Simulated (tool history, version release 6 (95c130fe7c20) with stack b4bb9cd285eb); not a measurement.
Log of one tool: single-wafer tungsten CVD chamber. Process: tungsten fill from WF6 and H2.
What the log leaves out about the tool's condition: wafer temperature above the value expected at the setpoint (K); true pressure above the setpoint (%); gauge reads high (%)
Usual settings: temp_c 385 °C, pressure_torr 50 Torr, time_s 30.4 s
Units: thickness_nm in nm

| run | hour | temp_c | pressure_torr | time_s | wafers since the last listed run | hours since the last thermocouple change | hours since the last manometer calibration | hours since the showerhead was replaced | hours since the gauge calibration | read-back reference wafer on the same gauge, thickness_nm | thickness_nm |
|---|---|---|---|---|---|---|---|---|---|---|---|
| 1 | 0 | 385 | 50 | 29.1 | 0 | 1628.8 | 1635 | 4726.1 | 136.2 | 84.024 | 99.23 |
| 2 | 14.3 | 385 | 50 | 32.7 | 365 | 1643.1 | 1649.3 | 4740.4 | 150.5 | 83.998 | 111.823 |
| 3 | 23.1 | 385 | 50 | 32.7 | 225 | 1651.9 | 1658.1 | 4749.2 | 159.3 | 83.994 | 111.362 |
| 4 | 38.7 | 385 | 50 | 32.7 | 399 | 1667.5 | 1673.7 | 4764.8 | 174.9 | 83.965 | 112.44 |
| 5 | 48.5 | 385 | 43.1 | 30.4 | 250 | 1677.3 | 1683.5 | 4774.6 | 184.7 | 83.983 | 96.828 |
|  | 66.9 | showerhead replaced |
| 6 | 67.4 | 385 | 43.1 | 30.4 | 278 | 1696.2 | 1702.4 | 0.5 | 203.6 | 84.032 | 97.056 |
| 7 | 77.5 | 385 | 43.1 | 30.4 | 258 | 1706.3 | 1712.5 | 10.6 | 213.7 | 83.996 | 97.494 |
|  | 81.5 | gauge calibrated |
|  | 99 | thermocouple changed; heater temperature recalibrated |
|  | 107.3 | capacitance manometer re-zeroed and calibrated |
| 8 | 107.8 | 385 | 50 | 30.4 | 365 | 8.8 | 0.5 | 40.9 | 26.3 | 84.016 | 92.681 |
| 9 | 108.1 | 391 | 39.7 | 30.4 | 7 | 9.1 | 0.8 | 41.2 | 26.6 | 83.987 | 91.228 |
| 10 | 110.5 | 373 | 60.4 | 26 | 61 | 11.5 | 3.2 | 43.6 | 29 | 83.992 | 70.175 |
| 11 | 120.2 | 376 | 50 | 27.1 | 248 | 21.2 | 12.9 | 53.3 | 38.7 | 83.992 | 70.364 |
| 12 | 133.9 | 396 | 55.8 | 24.6 | 350 | 34.9 | 26.6 | 67 | 52.4 | 84.027 | 95.134 |
| 13 | 151.6 | 371 | 39.7 | 34 | 452 | 52.6 | 44.3 | 84.7 | 70.1 | 83.966 | 71.674 |
| 14 | 165.8 | 398 | 50 | 34.1 | 363 | 66.8 | 58.5 | 98.9 | 84.3 | 83.989 | 129.966 |

Predict the results of run 15:
| 15 | 183.1 | 385 | 50 | 30.4 | 442 | 84.1 | 75.8 | 116.2 | 101.6 | ? | ? |

read-back reference wafer on the same gauge, thickness_nm: 84.001
thickness_nm: 92.563 nm
If the tool had no hidden condition, the same run with the same run-to-run variation would have returned thickness_nm 92.05 nm.

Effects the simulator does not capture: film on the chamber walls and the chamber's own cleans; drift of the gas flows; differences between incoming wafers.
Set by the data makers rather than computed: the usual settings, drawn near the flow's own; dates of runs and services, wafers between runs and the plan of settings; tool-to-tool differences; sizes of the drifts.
